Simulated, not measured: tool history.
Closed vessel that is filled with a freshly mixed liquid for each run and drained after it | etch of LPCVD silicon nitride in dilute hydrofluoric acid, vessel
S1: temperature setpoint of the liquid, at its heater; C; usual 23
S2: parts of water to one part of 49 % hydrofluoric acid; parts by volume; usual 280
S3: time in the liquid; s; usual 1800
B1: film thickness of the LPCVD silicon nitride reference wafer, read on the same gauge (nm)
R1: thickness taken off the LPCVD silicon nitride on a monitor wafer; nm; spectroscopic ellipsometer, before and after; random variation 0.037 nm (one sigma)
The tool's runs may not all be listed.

| run | hour | S1 | S2 | S3 | B1 | R1 |
|---|---|---|---|---|---|---|
| 1 | 0 | 23 | 280 | 1800 | 59.131 | 3.064 |
| 2 | 49.5 | 23 | 280 | 1800 | 58.929 | 3.085 |
| 3 | 86.5 | 23 | 280 | 1800 | 58.904 | 3.087 |
| 4 | 116.3 | 23 | 280 | 1800 | 58.785 | 3.043 |
| 5 | 179.1 | 23 | 280 | 1800 | 58.59 | 3.035 |
| 6 | 212.6 | 23 | 280 | 1800 | 58.526 | 3.055 |
| 7 | 279.7 | 20 | 280 | 1800 | 58.346 | 2.468 |
| 8 | 316.1 | 20 | 280 | 1800 | 58.172 | 2.522 |
| 9 | 384.1 | 20 | 280 | 1800 | 57.924 | 2.478 |
| 10 | 448.6 | 23 | 280 | 1800 | 57.75 | 3.059 |
| 11 | 499.7 | 23 | 280 | 1800 | 57.562 | 3.007 |
| 12 | 568.5 | 23 | 280 | 1800 | 57.276 | 2.973 |
| 13 | 745.4 | 26 | 280 | 1800 | 56.509 | 3.516 |
| 14 | 788.1 | 23 | 280 | 1800 | 56.325 | 2.894 |
| 15 | 839.9 | 23 | 370 | 1800 | 56.056 | 2.16 |
| 16 | 877 | 23 | 370 | 1800 | 55.891 | 2.19 |
| 17 | 919.5 | 18.5 | 230 | 1005 | 59.41 | 1.565 |
| 18 | 958.3 | 23 | 325 | 905 | 59.448 | 1.335 |
| 19 | 1015.3 | 21 | 220 | 800 | 59.334 | 1.557 |
| 20 | 1046.8 | 21 | 280 | 1800 | 59.359 | 2.73 |
| 21 | 1106.1 | 27 | 280 | 2155 | 59.333 | 4.766 |
| 22 | 1163.1 | 26.5 | 155 | 1440 | 59.306 | 5.515 |
| 23 | 1219.1 | 20.5 | 335 | 2215 | 59.257 | 2.755 |
| 24 | 1255.7 | 19.5 | 345 | 780 | 59.193 | 0.867 |
| 25 | 1327.4 | 23 | 280 | 1800 | 59.103 | 3.118 |
| 26 | 1385.1 | 26.5 | 355 | 1800 | 59.043 | 3.004 |
| 27 | 1445.2 | 27.5 | 175 | 2255 | 58.952 | 8.171 |
| 28 | 1471.7 | 23 | 385 | 2530 | 58.926 | 3.186 |
| 29 | 1541.8 | 19.5 | 340 | 1010 | 58.767 | 1.122 |
| 30 | 1588.8 | 23 | 280 | 1800 | 58.709 | 3.043 |
| 31 | 1621.1 | 25.5 | 280 | 1800 | 58.625 | 3.491 |
| 32 | 1687.9 | 23 | 190 | 2385 | 58.45 | 5.932 |
| 33 | 1754.5 | 23 | 280 | 1800 | 58.303 | 2.978 |

Taken out of this log: 3 entries between the listed runs. Where each belongs, and how the hidden state differs across it:
Between runs 12 and 13: thermometer replaced (hour 684.1)
  gauge reads high (%): -4.53 -> -5.79
  measured less the result without the state, R1: -0.141 -> -0.216 nm
Between runs 16 and 17: gauge calibrated (hour 888.1)
  gauge reads high (%): -6.82 -> -0.986
  measured less the result without the state, R1: -0.161 -> -0.015 nm
Between runs 22 and 23: hydrofluoric acid flow meter replaced (hour 1168.5)
  gauge reads high (%): -1.17 -> -1.25
  measured less the result without the state, R1: -0.065 -> -0.035 nm

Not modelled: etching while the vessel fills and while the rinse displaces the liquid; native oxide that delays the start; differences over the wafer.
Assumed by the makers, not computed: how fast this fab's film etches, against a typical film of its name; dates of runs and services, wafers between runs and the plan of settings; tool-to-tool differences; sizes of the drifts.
